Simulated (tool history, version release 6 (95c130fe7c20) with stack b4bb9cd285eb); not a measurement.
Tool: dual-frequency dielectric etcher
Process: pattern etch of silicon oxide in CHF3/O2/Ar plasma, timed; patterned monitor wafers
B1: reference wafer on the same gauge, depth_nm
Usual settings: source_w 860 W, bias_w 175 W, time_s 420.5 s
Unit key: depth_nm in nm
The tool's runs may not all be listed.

Run 1, hour 0: usual settings but source_w 800 W, bias_w 209 W; B1 800. Result: depth_nm 951.5 nm.
At hour 80.4: wet clean of the chamber.
Run 2, hour 258.4: usual settings but source_w 990 W; B1 794.2. Result: depth_nm 1019.9 nm.
Run 3, hour 349: usual settings but source_w 990 W; B1 791.9. Result: depth_nm 998.4 nm.
Run 4, hour 435.6: usual settings; B1 789.4. Result: depth_nm 926.1 nm.
Run 5, hour 505.7: usual settings; B1 787.6. Result: depth_nm 921.4 nm.
At hour 610.6: wet clean of the chamber.
Run 6, hour 611.1: usual settings but source_w 950 W, time_s 505 s; B1 786.1. Result: depth_nm 1164.1 nm.
Run 7, hour 688.2: usual settings; B1 785.3. Result: depth_nm 918 nm.
Run 8, hour 776.2: usual settings but time_s 453 s; B1 782.5. Result: depth_nm 995.6 nm.
Run 9, hour 949.5: usual settings; B1 778.4. Result: depth_nm 916.6 nm.
Run 10, hour 1016.7: usual settings; B1 777.2. Result: depth_nm 914.6 nm.
At hour 1041.2: wet clean of the chamber.
Run 11, hour 1068.6: usual settings; B1 775.8. Result: depth_nm 916.1 nm.
Run 12, hour 1144.6: usual settings; B1 775.6. Result: depth_nm 911.8 nm.
Run 13, hour 1243.2: usual settings; B1 772.4. Result: depth_nm 903 nm.
At hour 1293: gauge calibrated.
Run 14, hour 1335.3: usual settings but source_w 960 W, bias_w 216 W, time_s 330.5 s; B1 807.6. Result: depth_nm 856.7 nm.
Run 15, hour 1462.9: usual settings but source_w 1060 W, time_s 481 s; B1 805.6. Result: depth_nm 1221.9 nm.
At hour 1487.6: wet clean of the chamber.
At hour 1554.4: bias power generator calibrated.
Run 16, hour 1556.3: usual settings but source_w 710 W; B1 803.3. Result: depth_nm 831.7 nm.
Run 17, hour 1643.1: usual settings; B1 801.8. Result: depth_nm 933.4 nm.
At hour 1674: source power generator calibrated.
At hour 1692: upper electrode replaced.
Run 18, hour 1742.7: usual settings but source_w 700 W, bias_w 157 W; B1 799.3. Result: depth_nm 791.8 nm.
Run 19, hour 1838.6: usual settings but source_w 950 W, bias_w 208 W, time_s 511.5 s; B1 798.4. Result: depth_nm 1283.2 nm.
Run 20, hour 1906.4: usual settings; B1 796.1. Result: depth_nm 937.8 nm.
At hour 1959: wet clean of the chamber.
Run 21, hour 1959.5: usual settings but source_w 1000 W; B1 794.3. Result: depth_nm 1016.9 nm.
Run 22, hour 2012.7: usual settings but time_s 315 s; B1 794.2. Result: depth_nm 695.8 nm.
Run 23, hour 2071.8: usual settings but bias_w 131 W; B1 792.8. Result: depth_nm 845.9 nm.
Run 24, hour 2143.8: usual settings but source_w 1050 W, bias_w 217 W, time_s 382 s; B1 789.9. Result: depth_nm 1021.1 nm.
Run 25, hour 2249.6: usual settings but bias_w 137 W, time_s 519.5 s; B1 788.4. Result: depth_nm 1044.8 nm.
Run 26, hour 2334.6: usual settings; B1 788. Result: depth_nm 920.7 nm.

Branching from run 26: 5 alternative next runs. What would each branch give?
Run A, hour 2335.1: usual settings but bias_w 206 W; B1 ?. Result: depth_nm ?.
Run B, hour 2335.1: usual settings but source_w 790 W, bias_w 213 W, time_s 314 s; B1 ?. Result: depth_nm ?.
Run C, hour 2335.1: usual settings but source_w 1010 W; B1 ?. Result: depth_nm ?.
Run D, hour 2335.1: usual settings but bias_w 199 W; B1 ?. Result: depth_nm ?.
Run E, hour 2335.1: usual settings but bias_w 188 W, time_s 480 s; B1 ?. Result: depth_nm ?.

run     B1  depth_nm
  A  786.8     983.9
  B  786.8     705.5
  C  786.8    1018.9
  D  786.8     971.3
  E  786.8    1085.6
Had the tool no hidden state, the same runs would have come out as:
run  depth_nm
  A    1012.8
  B     726.2
  C    1048.8
  D     999.8
  E    1117.5
